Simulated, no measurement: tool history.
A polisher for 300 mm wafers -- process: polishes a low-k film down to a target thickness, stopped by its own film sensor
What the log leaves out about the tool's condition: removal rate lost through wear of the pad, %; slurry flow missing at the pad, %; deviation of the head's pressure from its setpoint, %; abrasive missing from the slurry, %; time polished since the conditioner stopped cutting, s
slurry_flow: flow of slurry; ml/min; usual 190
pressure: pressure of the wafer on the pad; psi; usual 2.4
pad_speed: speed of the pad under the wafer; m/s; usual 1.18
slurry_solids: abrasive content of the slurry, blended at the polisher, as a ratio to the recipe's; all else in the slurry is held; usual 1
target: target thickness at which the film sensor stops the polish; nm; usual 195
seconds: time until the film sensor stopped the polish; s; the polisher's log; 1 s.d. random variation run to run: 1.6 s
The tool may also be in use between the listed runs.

run	hour	slurry_flow	pressure	pad_speed	slurry_solids	target	wafers since the last listed run	wafers polished on this pad	hours since the slurry nozzle was cleaned	hours since the head pressure was calibrated	hours since the slurry blender was calibrated	hours since the conditioning disc was replaced	incoming thickness of the incoming film, nm	seconds
1	0	155	2.4	1.18	1	195	0	1053	673.2	453.3	132.7	205.4	263.5	110.9
# hour 19.2: conditioning disc replaced and pad reconditioned
# hour 21.1: worn pad replaced by a new one
2	34.6	190	2.4	1.18	1	195	162	71	707.8	487.9	167.3	15.4	263.6	107.5
3	67.8	190	2.4	1.18	1	195	176	248	741	521.1	200.5	48.6	261.4	104
# hour 86.6: slurry blender recalibrated
4	100.1	190	2.4	1.18	1	195	161	409	773.3	553.4	13.5	80.9	256.6	102.6
5	130.8	190	3	1.54	1.2	195	163	572	804	584.1	44.2	111.6	259	60.5
6	152.3	190	2.1	1.34	1	215	114	686	825.5	605.6	65.7	133.1	259.7	71.7
# hour 169: slurry nozzle cleaned
7	174.5	190	2.4	1.18	1	195	112	799	5.5	627.8	87.9	155.3	257	97.4
8	187.2	155	2.4	1.54	1	195	67	866	18.2	640.5	100.6	168	265.6	94.4
9	204.6	190	2.4	1.18	1	195	92	959	35.6	657.9	118	185.4	257.1	102.1
10	229.9	190	2.4	1.18	1	195	134	1093	60.9	683.2	143.3	210.7	258	101.6
# hour 237.2: worn pad replaced by a new one
11	242.6	190	2.1	1.18	1	178	46	28	73.6	695.9	156	223.4	256.6	141.4
# hour 249.7: conditioning disc replaced and pad reconditioned
12	255.8	190	2.4	1.44	1	195	59	88	86.8	709.1	169.2	6.1	261.7	91.2
13	286.5	190	2	1.18	1	195	163	251	117.5	739.8	199.9	36.8	259.9	119.4
# hour 322.2: slurry blender recalibrated
14	349.4	155	2.4	0.92	1	195	323	575	180.4	802.7	27.2	99.7	258.8	126.1
# hour 356.8: head pressure recalibrated
15	367.9	220	3.1	1.18	1	195	87	663	198.9	11.1	45.7	118.2	260.1	81.5
16	393	190	2.4	1.18	1	185	133	796	224	36.2	70.8	143.3	264.2	127.3
17	423.1	190	2.4	1.56	1	210	160	956	254.1	66.3	100.9	173.4	257.3	59.8
# hour 456.7: worn pad replaced by a new one
18	459	245	2.4	1.18	1	195	169	12	290	102.2	136.8	209.3	255.1	94.9
19	474.8	190	2.4	1.18	1	195	84	96	305.8	118	152.6	225.1	262.3	109
# hour 496.6: conditioning disc replaced and pad reconditioned
20	497.1	150	2.4	1.18	1.3	195	107	204	328.1	140.3	174.9	0.5	258.8	93.3
21	529.6	225	2.6	1.36	1.2	195	172	376	360.6	172.8	207.4	33	260.9	77.9
22	557.8	190	2.4	1.18	1	195	149	526	388.8	201	235.6	61.2	259.6	101.9
# hour 579.6: slurry blender recalibrated
23	583.5	225	2.4	1.42	1	195	126	652	414.5	226.7	3.9	86.9	262.2	90.8
24	614	190	2.4	1.18	1.2	172	162	815	445	257.2	34.4	117.4	258.3	126.9

5 ways to go on from here, each from the tool as it stands after run 24. What would each give?
A	614.5	190	2.4	1.18	1	195	2	817	445.5	257.7	34.9	117.9	255.8	?
B	614.5	240	2.4	1.46	0.9	195	2	817	445.5	257.7	34.9	117.9	255.8	?
C	614.5	190	2	1.18	0.9	195	2	817	445.5	257.7	34.9	117.9	255.8	?
D	614.5	130	2.4	1.38	0.85	178	2	817	445.5	257.7	34.9	117.9	255.8	?
E	614.5	235	1.9	1.18	0.8	185	2	817	445.5	257.7	34.9	117.9	255.8	?

run	seconds
A	96.3
B	84.1
C	120.1
D	126.8
E	153.9
With the hidden condition removed and each run's random variation left untouched, the same runs would have given:
run	seconds
A	96.3
B	84.1
C	120.1
D	126.8
E	153.9

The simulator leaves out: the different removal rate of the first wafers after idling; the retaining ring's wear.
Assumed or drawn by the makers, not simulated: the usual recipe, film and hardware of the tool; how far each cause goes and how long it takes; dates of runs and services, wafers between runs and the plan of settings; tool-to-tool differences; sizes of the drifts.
